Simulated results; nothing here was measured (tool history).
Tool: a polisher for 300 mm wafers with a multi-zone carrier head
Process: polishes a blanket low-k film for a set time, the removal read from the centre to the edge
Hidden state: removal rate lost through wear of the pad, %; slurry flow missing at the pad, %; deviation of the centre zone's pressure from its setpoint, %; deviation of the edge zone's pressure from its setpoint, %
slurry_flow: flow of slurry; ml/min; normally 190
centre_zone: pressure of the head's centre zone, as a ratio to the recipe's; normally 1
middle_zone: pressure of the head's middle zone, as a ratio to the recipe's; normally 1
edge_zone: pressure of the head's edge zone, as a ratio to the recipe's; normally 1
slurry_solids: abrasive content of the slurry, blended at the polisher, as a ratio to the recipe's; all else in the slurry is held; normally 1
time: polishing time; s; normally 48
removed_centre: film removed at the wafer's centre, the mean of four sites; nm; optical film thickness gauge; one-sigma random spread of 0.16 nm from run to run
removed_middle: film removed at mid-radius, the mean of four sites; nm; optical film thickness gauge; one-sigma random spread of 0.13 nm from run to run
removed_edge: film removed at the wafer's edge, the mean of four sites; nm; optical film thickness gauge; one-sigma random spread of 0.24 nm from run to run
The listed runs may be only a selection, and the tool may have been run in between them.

| run | day | slurry_flow | centre_zone | middle_zone | edge_zone | slurry_solids | time | wafers since the last listed run | wafers polished on this pad | hours since the slurry nozzle was cleaned | hours since the centre zone pressure was calibrated | hours since the edge zone pressure was calibrated | hours since the carrier head's membrane was replaced | incoming thickness of the incoming film, nm | removed_centre | removed_middle | removed_edge |
|---|---|---|---|---|---|---|---|---|---|---|---|---|---|---|---|---|---|
| 1 | 0 | 190 | 1 | 1 | 1 | 1 | 48 | 0 | 1403 | 120.3 | 954.5 | 75.1 | 349.3 | 570 | 18.3 | 18.9 | 19 |
|  | 0.346 | worn pad replaced by a new one |
| 2 | 1.017 | 190 | 1 | 1 | 1 | 1 | 48 | 201 | 159 | 144.7 | 978.9 | 99.5 | 373.7 | 566.6 | 18.2 | 19 | 18.8 |
| 3 | 2.204 | 190 | 1 | 1 | 1 | 1 | 48 | 281 | 441 | 173.2 | 1007.4 | 128 | 402.2 | 573.8 | 18.3 | 18.9 | 18.4 |
| 4 | 2.775 | 190 | 1 | 1 | 1 | 1 | 48 | 135 | 576 | 186.9 | 1021.1 | 141.7 | 415.9 | 571.1 | 18.4 | 18.8 | 18.6 |
| 5 | 3.825 | 190 | 1 | 1 | 1 | 1 | 48 | 249 | 825 | 212.1 | 1046.3 | 166.9 | 441.1 | 568.2 | 18 | 19 | 18.4 |
| 6 | 4.654 | 190 | 1 | 1 | 1 | 1 | 48 | 196 | 1022 | 232 | 1066.2 | 186.8 | 461 | 567.9 | 18.1 | 18.9 | 18.2 |
|  | 5.192 | worn pad replaced by a new one |
| 7 | 6.129 | 190 | 1 | 1 | 1 | 1 | 48 | 310 | 222 | 267.4 | 1101.6 | 222.2 | 496.4 | 567.4 | 17.9 | 18.8 | 18.2 |
| 8 | 6.633 | 190 | 1 | 1 | 1 | 1 | 48 | 119 | 342 | 279.5 | 1113.7 | 234.3 | 508.5 | 575.4 | 18.4 | 19 | 18.6 |
| 9 | 7.946 | 190 | 1 | 1 | 1 | 1 | 48 | 311 | 653 | 311 | 1145.2 | 265.8 | 540 | 572.3 | 18.2 | 19 | 18.7 |
| 10 | 8.483 | 190 | 1.09 | 1 | 1 | 1 | 35 | 127 | 781 | 323.9 | 1158.1 | 278.7 | 552.9 | 567.2 | 14.5 | 13.8 | 13.7 |
| 11 | 9.229 | 240 | 1 | 1.06 | 1 | 1 | 64 | 177 | 958 | 341.8 | 1176 | 296.6 | 570.8 | 569.5 | 25.5 | 27.5 | 25.5 |
| 12 | 10.125 | 190 | 1 | 1 | 1 | 1 | 48 | 212 | 1171 | 363.3 | 1197.5 | 318.1 | 592.3 | 572.3 | 18.4 | 19.2 | 18.9 |
| 13 | 11.025 | 190 | 1 | 1 | 1 | 1 | 48 | 213 | 1384 | 384.9 | 1219.1 | 339.7 | 613.9 | 562.3 | 18.2 | 18.6 | 18.7 |
|  | 11.504 | edge zone pressure recalibrated |
|  | 11.558 | worn pad replaced by a new one |
|  | 11.838 | slurry nozzle cleaned |
| 14 | 11.912 | 190 | 1 | 1 | 1 | 1 | 48 | 167 | 73 | 1.8 | 1240.4 | 9.8 | 635.2 | 567.1 | 18.4 | 18.9 | 18.3 |
| 15 | 16.042 | 190 | 1 | 0.91 | 0.88 | 1.15 | 48 | 980 | 1054 | 100.9 | 1339.5 | 108.9 | 734.3 | 574.3 | 19.9 | 19.1 | 19 |
| 16 | 16.962 | 190 | 1 | 1 | 0.9 | 1 | 48 | 218 | 1272 | 123 | 1361.6 | 131 | 756.4 | 567.7 | 18.3 | 19.1 | 17.7 |
|  | 17.883 | worn pad replaced by a new one |
| 17 | 18.171 | 190 | 1.05 | 1 | 1 | 1 | 48 | 247 | 68 | 152 | 1390.6 | 160 | 785.4 | 561.4 | 19.1 | 18.8 | 19 |
|  | 18.267 | centre zone pressure recalibrated |
| 18 | 19.292 | 215 | 1 | 0.9 | 1 | 0.85 | 48 | 246 | 314 | 178.9 | 24.6 | 186.9 | 812.3 | 569.9 | 16.7 | 15.4 | 16.5 |
|  | 19.862 | carrier head's membrane replaced by a new one |
| 19 | 20.088 | 165 | 1 | 1.05 | 1.05 | 1 | 56 | 139 | 454 | 198 | 43.7 | 206 | 5.4 | 556.7 | 20.6 | 22.5 | 22.2 |
| 20 | 22.896 | 130 | 1 | 0.92 | 1 | 1 | 48 | 666 | 1120 | 265.4 | 111.1 | 273.4 | 72.8 | 573 | 16.9 | 16.3 | 17.5 |
|  | 23.329 | edge zone pressure recalibrated |
|  | 23.608 | worn pad replaced by a new one |
| 21 | 26.867 | 190 | 1 | 1 | 0.92 | 1 | 48 | 883 | 773 | 360.7 | 206.4 | 84.9 | 168.1 | 566.9 | 18.4 | 18.8 | 17.9 |

Each row is a separate what-if for the run after 21, all from the same tool condition, not one after another. Results?
| A | 26.883 | 190 | 1 | 1 | 1 | 1 | 48 | 3 | 777 | 361.1 | 206.8 | 85.3 | 168.5 | 562.5 | ? | ? | ? |
| B | 26.883 | 205 | 0.91 | 1 | 1 | 0.9 | 48 | 3 | 777 | 361.1 | 206.8 | 85.3 | 168.5 | 562.5 | ? | ? | ? |
| C | 26.883 | 190 | 1 | 1.07 | 1 | 1 | 48 | 3 | 777 | 361.1 | 206.8 | 85.3 | 168.5 | 562.5 | ? | ? | ? |
| D | 26.883 | 205 | 1 | 1 | 1 | 1 | 48 | 3 | 777 | 361.1 | 206.8 | 85.3 | 168.5 | 562.5 | ? | ? | ? |
| E | 26.883 | 190 | 1 | 0.91 | 1 | 1 | 65 | 3 | 777 | 361.1 | 206.8 | 85.3 | 168.5 | 562.5 | ? | ? | ? |

| run | removed_centre | removed_middle | removed_edge |
|---|---|---|---|
| A | 18.2 | 18.9 | 18.7 |
| B | 15.4 | 17.6 | 17.4 |
| C | 18.2 | 20 | 18.7 |
| D | 18.4 | 19.1 | 18.9 |
| E | 24.6 | 23.6 | 25.4 |
With no hidden state in the tool, these same runs would have given:
| run | removed_centre | removed_middle | removed_edge |
|---|---|---|---|
| A | 18.2 | 18.9 | 18.7 |
| B | 15.4 | 17.6 | 17.4 |
| C | 18.2 | 20 | 18.7 |
| D | 18.4 | 19.1 | 18.9 |
| E | 24.6 | 23.6 | 25.4 |
